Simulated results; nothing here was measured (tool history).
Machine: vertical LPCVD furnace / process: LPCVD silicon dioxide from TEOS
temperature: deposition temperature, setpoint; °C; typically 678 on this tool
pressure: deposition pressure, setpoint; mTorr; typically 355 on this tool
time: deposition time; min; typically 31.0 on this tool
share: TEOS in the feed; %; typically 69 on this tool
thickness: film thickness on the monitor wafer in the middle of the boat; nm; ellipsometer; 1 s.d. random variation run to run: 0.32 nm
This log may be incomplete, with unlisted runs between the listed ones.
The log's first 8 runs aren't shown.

run	hour	temperature	pressure	time	share	wafers since the last listed run	hours since the last temperature calibration	hours since the pressure gauge was zeroed	hours since the TEOS flow controller was replaced	hours since the gauge calibration	read-back reference wafer on the same gauge, thickness	thickness
9	139.4	671	355	31.0	69	80	3195.2	2943.0	6171.8	584.8	141.03	129.81
10	149.6	671	355	31.0	69	103	3205.4	2953.2	6182.0	595.0	141.06	130.03
11	166.4	671	355	31.0	69	170	3222.2	2970.0	6198.8	611.8	140.92	130.36
# hour 174.8: gauge calibrated
12	179.1	686	355	31.0	69	128	3234.9	2982.7	6211.5	4.3	140.95	187.83
13	188.8	683	410	31.0	65	98	3244.6	2992.4	6221.2	14.0	141.10	181.73
14	205.5	669	395	27.5	69	169	3261.3	3009.1	6237.9	30.7	141.01	116.79
# hour 235.7: thermocouples replaced and temperature profile calibrated
# hour 254.5: TEOS flow controller replaced
15	255.0	678	355	20.5	69	68	19.3	3058.6	0.5	80.2	140.96	93.04
16	259.6	678	355	31.0	69	46	23.9	3063.2	5.1	84.8	141.03	141.33
17	264.3	687	355	31.0	80	47	28.6	3067.9	9.8	89.5	141.02	188.89
18	268.9	678	355	31.0	69	46	33.2	3072.5	14.4	94.1	140.88	140.88
19	273.6	678	355	31.0	69	47	37.9	3077.2	19.1	98.8	140.99	141.50
20	282.4	678	275	31.0	69	89	46.7	3086.0	27.9	107.6	141.13	124.02
21	299.1	678	355	36.5	82	169	63.4	3102.7	44.6	124.3	141.00	180.92
# hour 341.6: pressure gauge zeroed
22	342.1	678	280	43.0	69	192	106.4	0.5	87.6	167.3	141.07	173.91
23	346.7	686	395	23.5	74	46	111.0	5.1	92.2	171.9	140.97	141.78
24	351.4	678	355	31.0	69	47	115.7	9.8	96.9	176.6	141.00	140.94
25	369.0	678	355	31.0	69	178	133.3	27.4	114.5	194.2	141.04	141.61
26	380.7	678	355	38.5	75	118	145.0	39.1	126.2	205.9	140.96	182.85
27	388.9	678	430	31.0	69	83	153.2	47.3	134.4	214.1	141.07	155.09
28	404.9	678	315	31.0	69	161	169.2	63.3	150.4	230.1	141.08	133.43
29	422.8	678	355	31.0	69	181	187.1	81.2	168.3	248.0	141.02	140.77
30	438.6	672	280	35.0	77	159	202.9	97.0	184.1	263.8	140.93	128.90
31	450.1	674	355	19.0	80	116	214.4	108.5	195.6	275.3	141.05	84.63
32	460.1	678	355	31.0	69	101	224.4	118.5	205.6	285.3	140.98	141.20

Branching from run 32: 3 alternative next runs. What would each branch give?
A	464.8	678	355	31.0	69	47	229.1	123.2	210.3	290.0	?	?
B	464.8	678	355	24.5	69	47	229.1	123.2	210.3	290.0	?	?
C	464.8	666	355	39.0	58	47	229.1	123.2	210.3	290.0	?	?

run	read-back reference wafer on the same gauge, thickness	thickness
A	141.17	141.22
B	141.17	111.61
C	141.17	121.17
Take away the tool's hidden state, keep each run's random variation, and the runs would have read:
run	thickness
A	140.31
B	110.89
C	120.36
